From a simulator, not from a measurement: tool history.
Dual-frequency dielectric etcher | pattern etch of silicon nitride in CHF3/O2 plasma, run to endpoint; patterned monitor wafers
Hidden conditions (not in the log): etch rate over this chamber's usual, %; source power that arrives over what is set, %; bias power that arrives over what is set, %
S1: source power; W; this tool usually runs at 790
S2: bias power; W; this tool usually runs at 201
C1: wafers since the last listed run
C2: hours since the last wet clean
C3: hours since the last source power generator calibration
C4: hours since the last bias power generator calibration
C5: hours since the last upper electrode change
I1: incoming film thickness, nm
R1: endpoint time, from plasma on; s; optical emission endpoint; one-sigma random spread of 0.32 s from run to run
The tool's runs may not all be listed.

Run 1, day 0: usual settings; C1 0; C2 119; C3 3652.5; C4 2929.8; C5 2745.5; I1 76.1. Result: R1 47.1 s.
Run 2, day 3.383: usual settings but S1 640 W; C1 908; C2 200.2; C3 3733.7; C4 3011; C5 2826.7; I1 75.7. Result: R1 48.3 s.
Run 3, day 7.575: usual settings but S1 640 W; C1 1125; C2 300.8; C3 3834.3; C4 3111.6; C5 2927.3; I1 74.3. Result: R1 47.4 s.
Run 4, day 9.35: usual settings but S1 640 W; C1 476; C2 343.4; C3 3876.9; C4 3154.2; C5 2969.9; I1 75.9. Result: R1 48 s.
Run 5, day 12.829: usual settings; C1 934; C2 426.9; C3 3960.4; C4 3237.7; C5 3053.4; I1 75.4. Result: R1 44.9 s.
At day 14.767: wet clean of the chamber.
Run 6, day 15.133: usual settings; C1 350; C2 8.8; C3 4015.7; C4 3293; C5 3108.7; I1 76.2. Result: R1 47.5 s.
Run 7, day 19.338: usual settings; C1 1129; C2 109.7; C3 4116.6; C4 3393.9; C5 3209.6; I1 75.4. Result: R1 46.6 s.
At day 22.125: bias power generator calibrated.
Run 8, day 22.854: usual settings; C1 899; C2 194.1; C3 4201; C4 17.5; C5 3294; I1 75.2. Result: R1 45.3 s.
Run 9, day 27.221: usual settings but S1 940 W; C1 1172; C2 298.9; C3 4305.8; C4 122.3; C5 3398.8; I1 75.1. Result: R1 43 s.
At day 30.867: wet clean of the chamber.
Run 10, day 30.888: usual settings but S1 680 W, S2 242 W; C1 716; C2 0.5; C3 4393.8; C4 210.3; C5 3486.8; I1 75.3. Result: R1 44.4 s.
At day 33.525: upper electrode replaced, of another model than before.
Run 11, day 35.154: usual settings; C1 877; C2 102.9; C3 4496.2; C4 312.7; C5 39.1; I1 76.4. Result: R1 47.5 s.
At day 43.208: source power generator calibrated.
Run 12, day 48.354: usual settings; C1 3500; C2 419.7; C3 123.5; C4 629.5; C5 355.9; I1 75. Result: R1 44.8 s.
At day 52.104: wet clean of the chamber.
Run 13, day 52.125: usual settings but S1 610 W; C1 744; C2 0.5; C3 214; C4 720; C5 446.4; I1 75. Result: R1 52 s.
Run 14, day 56.392: usual settings but S1 590 W, S2 169 W; C1 1146; C2 102.9; C3 316.4; C4 822.4; C5 548.8; I1 75.5. Result: R1 55.2 s.
Run 15, day 58.642: usual settings but S1 640 W; C1 604; C2 156.9; C3 370.4; C4 876.4; C5 602.8; I1 76.3. Result: R1 51 s.
Run 16, day 62.4: usual settings but S1 960 W, S2 233 W; C1 1009; C2 247.1; C3 460.6; C4 966.6; C5 693; I1 75.4. Result: R1 41.3 s.

Run-by-run hidden state of the tool:
source power that arrives over what is set, %: 0 on each run
bias power that arrives over what is set, %: 0 on each run
H1: etch rate over this chamber's usual, %
run      H1
  1   0.876
  2    1.81
  3    2.97
  4    3.46
  5    4.42
  6   0.109
  7    1.27
  8    2.24
  9    3.45
 10  -0.114
 11    1.07
 12    4.72
 13  -0.813
 14   0.367
 15    0.99
 16    2.03
